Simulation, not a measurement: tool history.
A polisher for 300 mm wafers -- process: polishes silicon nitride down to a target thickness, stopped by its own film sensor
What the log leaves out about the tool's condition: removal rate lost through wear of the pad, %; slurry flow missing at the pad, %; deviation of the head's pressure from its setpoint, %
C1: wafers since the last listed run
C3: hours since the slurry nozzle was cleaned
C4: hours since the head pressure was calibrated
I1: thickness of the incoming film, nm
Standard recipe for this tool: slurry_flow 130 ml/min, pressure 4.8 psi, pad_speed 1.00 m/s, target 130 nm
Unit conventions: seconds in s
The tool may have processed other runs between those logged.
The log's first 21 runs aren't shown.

{"run": 22, "hour": 1551.1, "slurry_flow": 130, "pressure": 3.2, "pad_speed": 1.0, "target": 130, "C1": 462, "wafers polished on this pad": 1184, "C3": 216.9, "C4": 661.9, "I1": 366.5, "seconds": 127.5}
{"run": 23, "hour": 1612.4, "slurry_flow": 160, "pressure": 4.8, "pad_speed": 1.28, "target": 130, "C1": 276, "wafers polished on this pad": 1461, "C3": 278.2, "C4": 723.2, "I1": 356.4, "seconds": 60.4}
{"hour": 1811.8, "done": "worn pad replaced by a new one"}
{"run": 24, "hour": 1814.7, "slurry_flow": 130, "pressure": 4.8, "pad_speed": 1.26, "target": 82, "C1": 894, "wafers polished on this pad": 13, "C3": 480.5, "C4": 925.5, "I1": 364.9, "seconds": 78.0}
{"hour": 1874.4, "done": "head pressure recalibrated"}
{"hour": 1888.9, "done": "slurry nozzle cleaned"}
{"run": 25, "hour": 1922.3, "slurry_flow": 95, "pressure": 4.8, "pad_speed": 1.0, "target": 130, "C1": 471, "wafers polished on this pad": 485, "C3": 33.4, "C4": 47.9, "I1": 362.0, "seconds": 97.7}
{"run": 26, "hour": 2004.3, "slurry_flow": 110, "pressure": 6.0, "pad_speed": 1.34, "target": 130, "C1": 370, "wafers polished on this pad": 855, "C3": 115.4, "C4": 129.9, "I1": 357.4, "seconds": 54.5}
{"run": 27, "hour": 2075.9, "slurry_flow": 100, "pressure": 3.3, "pad_speed": 0.7, "target": 77, "C1": 323, "wafers polished on this pad": 1178, "C3": 187.0, "C4": 201.5, "I1": 360.0, "seconds": 241.8}
{"run": 28, "hour": 2171.2, "slurry_flow": 115, "pressure": 6.4, "pad_speed": 1.14, "target": 130, "C1": 430, "wafers polished on this pad": 1608, "C3": 282.3, "C4": 296.8, "I1": 364.0, "seconds": 58.5}
{"hour": 2274.7, "done": "worn pad replaced by a new one"}
{"run": 29, "hour": 2327.0, "slurry_flow": 130, "pressure": 4.8, "pad_speed": 1.0, "target": 130, "C1": 684, "wafers polished on this pad": 236, "C3": 438.1, "C4": 452.6, "I1": 360.2, "seconds": 82.8}
{"run": 30, "hour": 2379.9, "slurry_flow": 130, "pressure": 3.5, "pad_speed": 1.26, "target": 165, "C1": 238, "wafers polished on this pad": 474, "C3": 491.0, "C4": 505.5, "I1": 361.3, "seconds": 79.0}
{"hour": 2406.5, "done": "slurry nozzle cleaned"}
{"run": 31, "hour": 2487.5, "slurry_flow": 130, "pressure": 3.9, "pad_speed": 0.8, "target": 130, "C1": 481, "wafers polished on this pad": 955, "C3": 81.0, "C4": 613.1, "I1": 367.6, "seconds": 127.9}
{"run": 32, "hour": 2536.4, "slurry_flow": 130, "pressure": 4.8, "pad_speed": 1.16, "target": 130, "C1": 220, "wafers polished on this pad": 1176, "C3": 129.9, "C4": 662.0, "I1": 360.0, "seconds": 69.9}
{"run": 33, "hour": 2588.4, "slurry_flow": 145, "pressure": 4.8, "pad_speed": 1.0, "target": 130, "C1": 234, "wafers polished on this pad": 1411, "C3": 181.9, "C4": 714.0, "I1": 362.9, "seconds": 78.3}

Each row is a separate what-if for the run after 33, all from the same tool condition, not one after another. Results?
{"run": "A", "hour": 2588.9, "slurry_flow": 130, "pressure": 4.8, "pad_speed": 1.0, "target": 130, "C1": 2, "wafers polished on this pad": 1413, "C3": 182.4, "C4": 714.5, "I1": 360.6, "seconds": "?"}
{"run": "B", "hour": 2588.9, "slurry_flow": 130, "pressure": 4.2, "pad_speed": 1.16, "target": 83, "C1": 2, "wafers polished on this pad": 1413, "C3": 182.4, "C4": 714.5, "I1": 360.6, "seconds": "?"}
{"run": "C", "hour": 2588.9, "slurry_flow": 160, "pressure": 6.4, "pad_speed": 1.18, "target": 130, "C1": 2, "wafers polished on this pad": 1413, "C3": 182.4, "C4": 714.5, "I1": 360.6, "seconds": "?"}
{"run": "D", "hour": 2588.9, "slurry_flow": 130, "pressure": 4.8, "pad_speed": 1.0, "target": 179, "C1": 2, "wafers polished on this pad": 1413, "C3": 182.4, "C4": 714.5, "I1": 360.6, "seconds": "?"}
{"run": "E", "hour": 2588.9, "slurry_flow": 105, "pressure": 4.8, "pad_speed": 1.1, "target": 61, "C1": 2, "wafers polished on this pad": 1413, "C3": 182.4, "C4": 714.5, "I1": 360.6, "seconds": "?"}

run=A seconds=81.2
run=B seconds=97.0
run=C seconds=49.4
run=D seconds=64.0
run=E seconds=104.6
Without the tool's hidden state the same runs would have given:
run=A seconds=88.1
run=B seconds=105.2
run=C seconds=53.5
run=D seconds=69.4
run=E seconds=113.4
